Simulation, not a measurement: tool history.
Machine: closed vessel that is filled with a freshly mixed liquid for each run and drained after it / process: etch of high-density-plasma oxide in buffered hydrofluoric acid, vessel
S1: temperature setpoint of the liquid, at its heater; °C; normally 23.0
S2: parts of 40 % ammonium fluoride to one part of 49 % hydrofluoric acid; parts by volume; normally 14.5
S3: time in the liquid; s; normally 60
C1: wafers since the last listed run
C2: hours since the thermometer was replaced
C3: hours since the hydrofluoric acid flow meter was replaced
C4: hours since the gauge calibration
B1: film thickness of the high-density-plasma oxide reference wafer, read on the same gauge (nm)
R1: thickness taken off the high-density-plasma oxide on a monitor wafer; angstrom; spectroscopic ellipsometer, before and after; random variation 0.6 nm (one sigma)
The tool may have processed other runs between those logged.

run,day,S1,S2,S3,C1,C2,C3,C4,B1,R1
1,0.000,23.0,14.5,60,0,1229.1,427.7,2488.6,60.00,708.2
2,3.083,23.0,14.5,60,8453,1303.1,501.7,2562.6,59.96,706.9
3,6.646,23.0,14.5,60,9767,1388.6,587.2,2648.1,59.99,699.1
4,10.146,23.0,14.5,60,9596,1472.6,671.2,2732.1,60.03,696.4
5,12.988,21.0,16.5,60,7791,1540.8,739.4,2800.3,60.00,555.7
# day 16.592: hydrofluoric acid flow meter replaced
6,16.742,23.0,14.5,60,10178,1630.9,3.6,2890.4,60.03,688.2
7,19.004,23.0,14.5,60,6203,1685.2,57.9,2944.7,59.99,695.6
8,24.712,18.5,14.5,40,15651,1822.2,194.9,3081.7,59.95,350.6
9,31.000,23.0,14.5,60,17238,1973.1,345.8,3232.6,59.99,684.9
# day 32.779: thermometer replaced
10,32.833,28.0,20.0,50,4912,1.3,389.8,3276.6,60.00,590.6
11,35.333,23.0,14.5,60,6854,61.3,449.8,3336.6,59.99,749.0
12,39.683,23.0,8.5,60,11926,165.7,554.2,3441.0,59.98,1222.8
13,42.238,27.5,14.5,30,7002,227.0,615.5,3502.3,59.99,469.5
14,44.579,19.0,12.0,60,6420,283.2,671.7,3558.5,60.05,708.1
15,49.050,23.0,14.5,60,12258,390.5,779.0,3665.8,60.00,729.9
# day 49.883: hydrofluoric acid flow meter replaced
16,50.933,25.5,14.5,60,5049,435.7,25.2,3711.0,59.99,839.5
17,54.783,20.5,10.5,90,10555,528.1,117.6,3803.4,59.96,1297.9
18,58.571,23.0,12.5,45,10384,619.0,208.5,3894.3,59.97,633.0
19,69.725,23.0,12.0,60,30582,886.7,476.2,4162.0,60.05,847.1
# day 73.183: gauge calibrated
20,74.175,21.0,14.5,60,12200,993.5,583.0,23.8,60.00,634.3
21,75.954,28.0,16.5,75,4878,1036.2,625.7,66.5,60.04,1028.7
# day 79.475: hydrofluoric acid flow meter replaced
22,80.346,23.0,14.5,60,11926,1141.6,20.9,171.9,59.99,705.2
23,84.825,23.0,14.5,60,12280,1249.1,128.4,279.4,60.04,696.7
24,87.300,23.0,14.5,60,6785,1308.5,187.8,338.8,60.03,699.1
25,90.971,23.0,14.5,60,10064,1396.6,275.9,426.9,60.01,694.0
26,93.921,26.0,14.5,60,8088,1467.4,346.7,497.7,60.00,818.4
27,98.242,28.0,19.0,75,11846,1571.1,450.4,601.4,59.98,874.3
28,102.092,23.0,12.5,60,10555,1663.5,542.8,693.8,60.04,777.8
29,105.071,23.0,14.5,35,8168,1735.0,614.3,765.3,60.00,398.6
30,109.096,24.5,14.5,80,11035,1831.6,710.9,861.9,59.99,987.3

Measured less the same run without the tool's hidden state. The same run-to-run variation is in both; the gauge's scatter may not be:
What the log doesn't record here: liquid colder than its thermometer reads (K); hydrofluoric acid flow below the setpoint (%); gauge reads high (%).
run,R1
1,-46.8
2,-49.6
3,-52.4
4,-55.6
5,-47.3
6,-61.1
7,-63.9
8,-36.0
9,-74.2
10,-5.4
11,-9.1
12,-21.7
13,-9.7
14,-17.4
15,-21.6
16,-26.8
17,-48.8
18,-26.7
19,-48.0
20,-40.3
21,-64.7
22,-49.9
23,-53.5
24,-56.2
25,-59.1
26,-71.7
27,-80.4
28,-78.0
29,-41.8
30,-107.7
